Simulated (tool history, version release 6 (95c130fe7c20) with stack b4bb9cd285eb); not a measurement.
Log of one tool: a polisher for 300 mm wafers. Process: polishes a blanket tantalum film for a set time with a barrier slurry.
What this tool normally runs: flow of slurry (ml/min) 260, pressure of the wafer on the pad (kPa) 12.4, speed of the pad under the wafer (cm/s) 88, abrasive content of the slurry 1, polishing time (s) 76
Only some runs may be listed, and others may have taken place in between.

| run | hour | flow of slurry (ml/min) | pressure of the wafer on the pad (kPa) | speed of the pad under the wafer (cm/s) | abrasive content of the slurry | polishing time (s) | wafers since the last listed run | wafers polished on this pad | hours since the slurry nozzle was cleaned | hours since the head pressure was calibrated | hours since the slurry blender was calibrated | incoming thickness of the incoming film, nm | film removed (Å) |
|---|---|---|---|---|---|---|---|---|---|---|---|---|---|
| 1 | 0 | 260 | 14.5 | 68 | 1 | 76 | 0 | 623 | 48.2 | 821.3 | 48.9 | 278 | 869 |
| 2 | 64 | 260 | 14.5 | 68 | 1 | 76 | 514 | 1137 | 112.2 | 885.3 | 112.9 | 277 | 802 |
| 3 | 157.2 | 260 | 14.5 | 68 | 1 | 76 | 749 | 1887 | 205.4 | 978.5 | 206.1 | 277.4 | 743 |
|  | 159.2 | head pressure recalibrated |
| 4 | 191.4 | 260 | 12.4 | 88 | 1.2 | 76 | 258 | 2146 | 239.6 | 32.2 | 240.3 | 284 | 889 |
|  | 196.2 | worn pad replaced by a new one |
| 5 | 216.3 | 260 | 12.4 | 88 | 1.2 | 76 | 168 | 161 | 264.5 | 57.1 | 265.2 | 280.5 | 1007 |
|  | 235.7 | slurry blender recalibrated |
| 6 | 243.6 | 260 | 10.3 | 88 | 1 | 68 | 203 | 364 | 291.8 | 84.4 | 7.9 | 279.9 | 826 |
| 7 | 270.4 | 260 | 9 | 88 | 0.9 | 83 | 215 | 580 | 318.6 | 111.2 | 34.7 | 279.7 | 819 |
| 8 | 293.1 | 260 | 12.4 | 74 | 1 | 76 | 182 | 762 | 341.3 | 133.9 | 57.4 | 278 | 836 |
| 9 | 327.1 | 260 | 13.8 | 88 | 1 | 76 | 273 | 1035 | 375.3 | 167.9 | 91.4 | 284.4 | 1043 |
| 10 | 357.9 | 260 | 12.4 | 88 | 0.85 | 76 | 247 | 1283 | 406.1 | 198.7 | 122.2 | 281.6 | 864 |
| 11 | 389.3 | 260 | 12.4 | 88 | 0.9 | 76 | 252 | 1535 | 437.5 | 230.1 | 153.6 | 275.8 | 867 |
| 12 | 421.5 | 260 | 14.5 | 68 | 1 | 76 | 258 | 1794 | 469.7 | 262.3 | 185.8 | 281.6 | 829 |
| 13 | 440.3 | 200 | 12.4 | 88 | 1 | 76 | 151 | 1945 | 488.5 | 281.1 | 204.6 | 277.8 | 874 |
| 14 | 467.9 | 260 | 12.4 | 88 | 1 | 76 | 221 | 2167 | 516.1 | 308.7 | 232.2 | 281 | 921 |
|  | 484.8 | worn pad replaced by a new one |
| 15 | 488.9 | 260 | 12.4 | 88 | 1 | 100 | 136 | 32 | 537.1 | 329.7 | 253.2 | 280.7 | 1326 |
|  | 518.1 | slurry blender recalibrated |
| 16 | 522.9 | 260 | 12.4 | 88 | 0.85 | 76 | 257 | 290 | 571.1 | 363.7 | 4.8 | 277.5 | 1022 |
| 17 | 555.9 | 335 | 11 | 106 | 1 | 59 | 265 | 555 | 604.1 | 396.7 | 37.8 | 279.7 | 873 |
| 18 | 570.5 | 260 | 12.4 | 88 | 1 | 53 | 117 | 672 | 618.7 | 411.3 | 52.4 | 277.8 | 688 |
| 19 | 601.4 | 260 | 16.5 | 88 | 1 | 67 | 248 | 921 | 649.6 | 442.2 | 83.3 | 282.1 | 1114 |
|  | 631.9 | slurry nozzle cleaned |
| 20 | 633.2 | 260 | 12.4 | 88 | 1 | 76 | 247 | 1168 | 1.3 | 474 | 115.1 | 276.9 | 916 |
| 21 | 649.1 | 260 | 12.4 | 88 | 1 | 76 | 127 | 1296 | 17.2 | 489.9 | 131 | 275.8 | 913 |
| 22 | 665.5 | 260 | 12.4 | 66 | 1 | 76 | 131 | 1428 | 33.6 | 506.3 | 147.4 | 276.1 | 676 |
| 23 | 699.5 | 260 | 11 | 108 | 0.9 | 76 | 273 | 1701 | 67.6 | 540.3 | 181.4 | 284.6 | 933 |
| 24 | 732.9 | 175 | 8.3 | 88 | 1.25 | 58 | 268 | 1970 | 101 | 573.7 | 214.8 | 283.7 | 467 |
|  | 740.8 | worn pad replaced by a new one |
| 25 | 768 | 260 | 12.4 | 88 | 1 | 76 | 250 | 218 | 136.1 | 608.8 | 249.9 | 280.4 | 979 |
| 26 | 784.2 | 260 | 15.9 | 68 | 1.2 | 99 | 130 | 348 | 152.3 | 625 | 266.1 | 277 | 1314 |
| 27 | 814.7 | 260 | 12.4 | 88 | 1 | 76 | 245 | 594 | 182.8 | 655.5 | 296.6 | 277.4 | 935 |
|  | 829.4 | slurry blender recalibrated |
| 28 | 837.5 | 260 | 10.3 | 88 | 0.85 | 76 | 167 | 761 | 205.6 | 678.3 | 8.1 | 273.6 | 842 |
|  | 895.5 | head pressure recalibrated |
| 29 | 911 | 260 | 12.4 | 64 | 1 | 99 | 574 | 1336 | 279.1 | 15.5 | 81.6 | 279.6 | 912 |

How would selected steps in film removed (Å) from run to run divide? Give the signed amount a tool lacking its hidden state would still show from settings, what came in and random variation, and the signed amount left for the hidden state, including any gauge scatter that is not in both of the compared results.
The hidden state here: removal rate lost through wear of the pad, %; slurry flow missing at the pad, %; deviation of the head's pressure from its setpoint, %; abrasive missing from the slurry, %.
Run 5 -> 6: pressure of the wafer on the pad (kPa) 12.4 -> 10.3, abrasive content of the slurry 1.2 -> 1, polishing time (s) 76 -> 68, slurry blender recalibrated. film removed (Å) -181: hidden state +153, all else -334.
Run 23 -> 24: flow of slurry (ml/min) 260 -> 175, pressure of the wafer on the pad (kPa) 11 -> 8.3, speed of the pad under the wafer (cm/s) 108 -> 88, abrasive content of the slurry 0.9 -> 1.25, polishing time (s) 76 -> 58. film removed (Å) -466: hidden state +156, all else -622.
Run 24 -> 25: flow of slurry (ml/min) 175 -> 260, pressure of the wafer on the pad (kPa) 8.3 -> 12.4, abrasive content of the slurry 1.25 -> 1, polishing time (s) 58 -> 76, worn pad replaced by a new one. film removed (Å) +512: hidden state -51, all else +563.

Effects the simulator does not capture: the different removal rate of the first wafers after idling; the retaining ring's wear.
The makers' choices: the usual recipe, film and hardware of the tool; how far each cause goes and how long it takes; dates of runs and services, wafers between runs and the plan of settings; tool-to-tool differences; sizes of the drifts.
